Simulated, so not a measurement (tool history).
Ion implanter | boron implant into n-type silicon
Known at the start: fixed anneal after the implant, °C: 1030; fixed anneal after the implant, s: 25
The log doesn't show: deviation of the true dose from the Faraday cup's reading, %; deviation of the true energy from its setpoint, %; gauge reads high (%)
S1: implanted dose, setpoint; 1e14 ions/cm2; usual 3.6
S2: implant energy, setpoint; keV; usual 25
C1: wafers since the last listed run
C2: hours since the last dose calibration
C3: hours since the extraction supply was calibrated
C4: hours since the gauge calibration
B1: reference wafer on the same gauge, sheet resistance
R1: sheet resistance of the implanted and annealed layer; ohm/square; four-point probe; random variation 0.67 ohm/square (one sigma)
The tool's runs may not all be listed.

run 1 day=0 | S1=3.6 S2=21.5 | C1=0 C2=570.9 C3=5680.8 C4=32 | B1=254.04 | R1=271.5
run 2 day=0.762 | S1=3.6 S2=21.5 | C1=334 C2=589.2 C3=5699.1 C4=50.3 | B1=254.04 | R1=271.41
run 3 day=1.538 | S1=3.6 S2=21.5 | C1=339 C2=607.8 C3=5717.7 C4=68.9 | B1=253.97 | R1=270.4
run 4 day=2.462 | S1=3.6 S2=25 | C1=405 C2=630 C3=5739.9 C4=91.1 | B1=254.09 | R1=266.33
run 5 day=3.258 | S1=3.6 S2=25 | C1=349 C2=649.1 C3=5759 C4=110.2 | B1=254.04 | R1=267.36
run 6 day=4.279 | S1=4.07 S2=25 | C1=447 C2=673.6 C3=5783.5 C4=134.7 | B1=254.07 | R1=240.68
run 7 day=5.133 | S1=3.6 S2=19.5 | C1=374 C2=694.1 C3=5804 C4=155.2 | B1=254 | R1=272.95
run 8 day=5.992 | S1=3.6 S2=19.5 | C1=376 C2=714.7 C3=5824.6 C4=175.8 | B1=253.97 | R1=273.82
-- day=7.038 Faraday cup replaced and dose calibrated
run 9 day=7.121 | S1=3.6 S2=19.5 | C1=349 C2=2 C3=5851.7 C4=202.9 | B1=254.01 | R1=266.48
-- day=7.85 extraction supply calibrated
run 10 day=7.871 | S1=3.6 S2=25 | C1=182 C2=20 C3=0.5 C4=220.9 | B1=254.08 | R1=258.73
run 11 day=8.383 | S1=3.05 S2=19.5 | C1=224 C2=32.3 C3=12.8 C4=233.2 | B1=253.95 | R1=304.69
run 12 day=9.379 | S1=3.6 S2=31 | C1=436 C2=56.2 C3=36.7 C4=257.1 | B1=254.09 | R1=252.31
-- day=10.583 gauge calibrated
-- day=11.038 Faraday cup replaced and dose calibrated, repeated, since the last time left the tool worse
run 13 day=11.058 | S1=3.12 S2=22.5 | C1=590 C2=0.5 C3=77 C4=11.4 | B1=254.1 | R1=311.74
run 14 day=11.779 | S1=3.6 S2=22.5 | C1=316 C2=17.8 C3=94.3 C4=28.7 | B1=253.8 | R1=278.38
run 15 day=12.383 | S1=3.6 S2=25 | C1=264 C2=32.3 C3=108.8 C4=43.2 | B1=254.27 | R1=273.51
run 16 day=13.25 | S1=3.6 S2=25 | C1=380 C2=53.1 C3=129.6 C4=64 | B1=253.97 | R1=273.47
run 17 day=14.35 | S1=3.15 S2=29.5 | C1=482 C2=79.5 C3=156 C4=90.4 | B1=254.13 | R1=300.94
run 18 day=15.096 | S1=3.6 S2=25 | C1=327 C2=97.4 C3=173.9 C4=108.3 | B1=254.04 | R1=274.24
run 19 day=16.567 | S1=3.6 S2=25 | C1=645 C2=132.7 C3=209.2 C4=143.6 | B1=253.95 | R1=274.01
run 20 day=17.55 | S1=3.95 S2=25 | C1=431 C2=156.3 C3=232.8 C4=167.2 | B1=254.03 | R1=252.26

The tool's hidden state at each run:
deviation of the true energy from its setpoint, %: 0 in every run
gauge reads high (%): 0 in every run
H1: deviation of the true dose from the Faraday cup's reading, %
run=1 H1=2.29
run=2 H1=2.36
run=3 H1=2.44
run=4 H1=2.53
run=5 H1=2.61
run=6 H1=2.7
run=7 H1=2.79
run=8 H1=2.87
run=9 H1=6.13
run=10 H1=6.2
run=11 H1=6.25
run=12 H1=6.35
run=13 H1=-0.712
run=14 H1=-0.642
run=15 H1=-0.583
run=16 H1=-0.498
run=17 H1=-0.391
run=18 H1=-0.319
run=19 H1=-0.176
run=20 H1=-0.0798

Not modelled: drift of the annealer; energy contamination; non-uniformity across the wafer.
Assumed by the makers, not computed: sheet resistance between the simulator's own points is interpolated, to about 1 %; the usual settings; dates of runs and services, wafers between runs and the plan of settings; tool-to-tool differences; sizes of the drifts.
